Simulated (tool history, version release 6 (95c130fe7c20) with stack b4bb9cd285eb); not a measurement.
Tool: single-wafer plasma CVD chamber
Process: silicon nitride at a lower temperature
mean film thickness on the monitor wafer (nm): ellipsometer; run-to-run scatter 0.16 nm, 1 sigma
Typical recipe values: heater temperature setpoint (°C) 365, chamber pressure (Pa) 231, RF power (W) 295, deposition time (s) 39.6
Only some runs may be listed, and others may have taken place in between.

run	hour	heater temperature setpoint (°C)	chamber pressure (Pa)	RF power (W)	deposition time (s)	read-back reference wafer on the same gauge, thickness_nm	mean film thickness on the monitor wafer (nm)
1	0.0	360	231	295	45.6	45.505	50.233
2	19.8	360	231	295	45.6	45.451	49.973
3	59.6	360	231	295	45.6	45.504	50.121
4	83.9	371	231	295	43.6	45.528	47.550
5	111.3	371	231	295	43.6	45.446	47.475
6	145.6	371	231	295	43.6	45.544	47.163
7	164.2	365	231	295	39.6	45.517	43.205
8	176.5	365	231	295	39.6	45.527	43.054
# hour 201.0: RF generator calibrated
# hour 208.8: thermocouple changed; heater temperature recalibrated
9	209.3	371	192	295	32.8	45.512	32.706
# hour 221.9: capacitance manometer re-zeroed and calibrated
10	226.0	353	231	265	35.9	45.572	33.277

For run 11, what comes out?
# hour 234.4: showerhead replaced
# hour 250.2: RF generator calibrated, repeated, since the last time left the tool worse
11	258.9	365	184	295	39.6	?	?

read-back reference wafer on the same gauge, thickness_nm: 45.495
mean film thickness on the monitor wafer (nm): 42.890
Without the tool's hidden state the same run would have given mean film thickness on the monitor wafer (nm) 43.135.

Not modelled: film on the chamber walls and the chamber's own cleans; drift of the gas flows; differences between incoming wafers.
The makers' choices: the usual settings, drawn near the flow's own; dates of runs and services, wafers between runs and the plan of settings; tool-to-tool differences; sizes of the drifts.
